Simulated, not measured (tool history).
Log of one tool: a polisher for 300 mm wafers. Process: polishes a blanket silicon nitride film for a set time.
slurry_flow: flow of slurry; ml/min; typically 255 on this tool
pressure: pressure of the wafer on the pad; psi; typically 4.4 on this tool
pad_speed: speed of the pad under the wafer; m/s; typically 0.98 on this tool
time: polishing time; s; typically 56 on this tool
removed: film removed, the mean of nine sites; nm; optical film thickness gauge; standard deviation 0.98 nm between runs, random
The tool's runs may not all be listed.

| run | hour | slurry_flow | pressure | pad_speed | time | incoming thickness of the incoming film, nm | removed |
|---|---|---|---|---|---|---|---|
| 1 | 0.0 | 255 | 4.4 | 0.98 | 56 | 802.9 | 110.1 |
| 2 | 116.7 | 255 | 4.4 | 0.98 | 56 | 809.7 | 111.6 |
| 3 | 209.2 | 200 | 4.4 | 0.98 | 56 | 797.0 | 109.2 |
| 4 | 258.9 | 200 | 4.4 | 0.98 | 56 | 793.0 | 108.4 |
|  | 298.1 | worn pad replaced by a new one |
| 5 | 314.6 | 255 | 4.4 | 0.98 | 56 | 797.0 | 113.1 |
| 6 | 367.7 | 255 | 4.4 | 0.98 | 56 | 800.5 | 111.6 |
|  | 396.1 | slurry nozzle cleaned |
| 7 | 426.8 | 255 | 5.3 | 0.98 | 67 | 791.7 | 161.0 |
| 8 | 492.9 | 255 | 5.3 | 0.98 | 67 | 815.1 | 159.7 |
|  | 629.6 | head pressure recalibrated |
| 9 | 698.8 | 255 | 5.3 | 0.98 | 67 | 806.8 | 164.4 |
| 10 | 742.7 | 255 | 5.1 | 0.76 | 56 | 803.5 | 106.5 |
| 11 | 843.1 | 255 | 5.1 | 0.76 | 56 | 791.7 | 104.8 |
| 12 | 934.9 | 255 | 4.4 | 0.98 | 56 | 790.8 | 112.8 |
|  | 974.3 | worn pad replaced by a new one |
| 13 | 1027.5 | 255 | 4.4 | 0.98 | 56 | 797.1 | 110.9 |
|  | 1143.5 | slurry nozzle cleaned |
| 14 | 1195.7 | 255 | 4.4 | 0.98 | 56 | 783.3 | 113.9 |
| 15 | 1293.9 | 255 | 4.4 | 0.98 | 56 | 796.4 | 113.0 |
|  | 1317.0 | head pressure recalibrated |
| 16 | 1347.9 | 255 | 4.4 | 1.16 | 56 | 800.5 | 127.0 |
| 17 | 1455.9 | 255 | 4.4 | 1.16 | 56 | 793.1 | 129.3 |
| 18 | 1495.8 | 255 | 4.4 | 1.16 | 56 | 793.6 | 126.4 |
|  | 1556.4 | worn pad replaced by a new one |
| 19 | 1590.3 | 255 | 5.7 | 0.98 | 51 | 799.9 | 131.0 |
| 20 | 1635.6 | 255 | 4.4 | 1.20 | 61 | 808.0 | 146.1 |
| 21 | 1683.1 | 255 | 4.4 | 0.98 | 46 | 795.6 | 90.0 |
| 22 | 1746.9 | 295 | 3.7 | 0.82 | 56 | 793.5 | 81.4 |
| 23 | 1837.0 | 255 | 4.4 | 0.98 | 56 | 797.0 | 111.9 |
| 24 | 1893.4 | 320 | 4.4 | 1.12 | 56 | 806.9 | 128.6 |
|  | 1952.8 | slurry nozzle cleaned |
| 25 | 1969.9 | 255 | 4.4 | 0.98 | 56 | 793.2 | 111.5 |
| 26 | 2035.1 | 255 | 3.1 | 1.10 | 56 | 809.7 | 86.8 |
|  | 2100.0 | head pressure recalibrated |
|  | 2189.1 | worn pad replaced by a new one |
| 27 | 2242.5 | 255 | 4.4 | 0.98 | 56 | 803.9 | 111.4 |
| 28 | 2346.6 | 255 | 4.4 | 1.16 | 56 | 793.1 | 129.1 |
| 29 | 2454.4 | 255 | 4.4 | 1.22 | 68 | 793.4 | 162.5 |
| 30 | 2544.9 | 255 | 3.5 | 0.70 | 56 | 792.6 | 68.0 |
| 31 | 2582.8 | 255 | 3.5 | 0.98 | 47 | 812.2 | 73.6 |
|  | 2606.2 | slurry nozzle cleaned |
| 32 | 2666.3 | 255 | 4.4 | 0.98 | 56 | 797.1 | 111.1 |
| 33 | 2704.2 | 230 | 4.4 | 0.98 | 62 | 786.7 | 122.0 |
|  | 2732.4 | worn pad replaced by a new one |
| 34 | 2810.1 | 255 | 4.4 | 0.98 | 56 | 796.0 | 112.6 |
| 35 | 2870.2 | 195 | 4.4 | 1.08 | 37 | 795.2 | 77.4 |
|  | 2884.9 | head pressure recalibrated |
| 36 | 2956.2 | 255 | 4.4 | 0.98 | 56 | 794.4 | 111.9 |

Forecast each of these 4 alternatives for the next run:
| A | 2956.6 | 255 | 4.4 | 0.98 | 56 | 802.4 | ? |
| B | 2956.6 | 165 | 3.0 | 1.08 | 63 | 802.4 | ? |
| C | 2956.6 | 195 | 3.6 | 0.98 | 48 | 802.4 | ? |
| D | 2956.6 | 255 | 5.1 | 0.98 | 56 | 802.4 | ? |

| run | removed |
|---|---|
| A | 111.7 |
| B | 86.8 |
| C | 75.5 |
| D | 129.4 |
Had the tool no hidden state, the same runs would have come out as:
| run | removed |
|---|---|
| A | 111.7 |
| B | 86.8 |
| C | 75.5 |
| D | 129.4 |
